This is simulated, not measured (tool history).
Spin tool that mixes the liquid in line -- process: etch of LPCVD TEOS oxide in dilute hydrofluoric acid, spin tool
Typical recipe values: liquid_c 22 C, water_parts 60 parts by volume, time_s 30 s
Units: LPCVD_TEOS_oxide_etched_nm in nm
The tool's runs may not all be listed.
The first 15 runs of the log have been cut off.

run,hour,liquid_c,water_parts,time_s,"read-back film thickness of the LPCVD TEOS oxide reference wafer, read on the same gauge (nm)",LPCVD_TEOS_oxide_etched_nm
16,1220.2,26,60,15,56.99,15.68
17,1444.8,17.5,75,50,56.97,29.28
# hour 1473.9: hydrofluoric acid flow meter replaced
18,1501.4,26.5,60,15,56.96,16.18
19,1569.1,22,80,45,56.94,29.15
20,1639.1,22,60,45,56.89,40.1
# hour 1654: gauge calibrated
21,1722.6,22,60,30,59.82,28.03
22,1799.1,23.5,60,30,59.6,29.57
23,1882.8,17.5,70,45,59.44,29.36
24,1990,17,50,30,59.19,27.33
25,2047.3,22,60,30,59.1,27.72
26,2086.4,18,35,40,59.01,55.11
27,2132.1,26,60,30,58.92,32.86
28,2204.9,27,60,40,58.8,45.89
29,2253.9,22,60,30,58.7,27.63
# hour 2298: thermometer replaced
30,2357.5,19,60,25,58.57,20.4
31,2434.3,22,60,30,58.48,27.45
32,2517.7,20.5,35,50,58.36,75.41

Predict each of these 5 candidate next runs independently; none follows another, all start after run 32:
A,2518.1,22,45,30,?,?
B,2518.1,19,85,35,?,?
C,2518.1,19,75,45,?,?
D,2518.1,27,40,25,?,?
E,2518.1,22,35,45,?,?

run,"read-back film thickness of the LPCVD TEOS oxide reference wafer, read on the same gauge (nm)",LPCVD_TEOS_oxide_etched_nm
A,58.32,37.44
B,58.32,19.45
C,58.32,28.65
D,58.32,43.43
E,58.32,73.13
The same runs, with their run-to-run variation unchanged, on a tool lacking any hidden condition would have given:
run,LPCVD_TEOS_oxide_etched_nm
A,38.5
B,20
C,29.47
D,44.67
E,75.21

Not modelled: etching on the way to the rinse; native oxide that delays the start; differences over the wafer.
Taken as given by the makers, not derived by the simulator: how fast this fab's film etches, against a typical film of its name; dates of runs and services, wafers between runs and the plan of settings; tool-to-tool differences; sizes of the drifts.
